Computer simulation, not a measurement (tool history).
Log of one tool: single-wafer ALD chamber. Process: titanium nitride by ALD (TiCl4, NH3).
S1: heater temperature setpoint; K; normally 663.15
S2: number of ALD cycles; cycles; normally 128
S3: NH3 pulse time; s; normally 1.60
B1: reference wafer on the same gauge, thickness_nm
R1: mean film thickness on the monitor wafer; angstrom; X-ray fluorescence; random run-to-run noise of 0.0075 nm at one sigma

run 1 day=0.000 | S1=663.15 S2=128 S3=1.60 | B1=2.689 | R1=30.05
run 2 day=0.721 | S1=663.15 S2=128 S3=1.60 | B1=2.693 | R1=29.97
run 3 day=2.071 | S1=663.15 S2=128 S3=1.60 | B1=2.688 | R1=29.95
run 4 day=2.958 | S1=663.15 S2=128 S3=1.60 | B1=2.691 | R1=29.93
-- day=3.208 gauge calibrated
run 5 day=4.246 | S1=663.15 S2=128 S3=1.60 | B1=2.689 | R1=29.83
run 6 day=5.392 | S1=663.15 S2=128 S3=1.60 | B1=2.692 | R1=29.92
run 7 day=6.525 | S1=663.15 S2=128 S3=1.60 | B1=2.691 | R1=30.00
run 8 day=7.696 | S1=663.15 S2=128 S3=1.60 | B1=2.691 | R1=29.94
-- day=8.596 thermocouple changed; heater temperature recalibrated
run 9 day=11.642 | S1=663.15 S2=111 S3=1.60 | B1=2.688 | R1=25.98
-- day=12.796 showerhead replaced
run 10 day=12.817 | S1=663.15 S2=117 S3=1.96 | B1=2.692 | R1=27.76
run 11 day=13.467 | S1=663.15 S2=128 S3=1.60 | B1=2.691 | R1=29.93
run 12 day=14.492 | S1=663.15 S2=128 S3=1.33 | B1=2.692 | R1=29.48
-- day=14.788 gauge calibrated
run 13 day=15.012 | S1=675.15 S2=128 S3=1.60 | B1=2.692 | R1=30.32
run 14 day=16.500 | S1=650.15 S2=136 S3=1.23 | B1=2.692 | R1=30.51
run 15 day=17.300 | S1=663.15 S2=128 S3=1.60 | B1=2.693 | R1=29.83
run 16 day=18.783 | S1=663.15 S2=128 S3=1.24 | B1=2.694 | R1=29.22
run 17 day=19.392 | S1=659.15 S2=113 S3=1.60 | B1=2.692 | R1=26.28
run 18 day=20.504 | S1=663.15 S2=128 S3=1.60 | B1=2.690 | R1=29.83

The tool's hidden state at each run:
wafer temperature above the value expected at the setpoint (K): 0 at every run
gauge reads high (%): 0 at every run
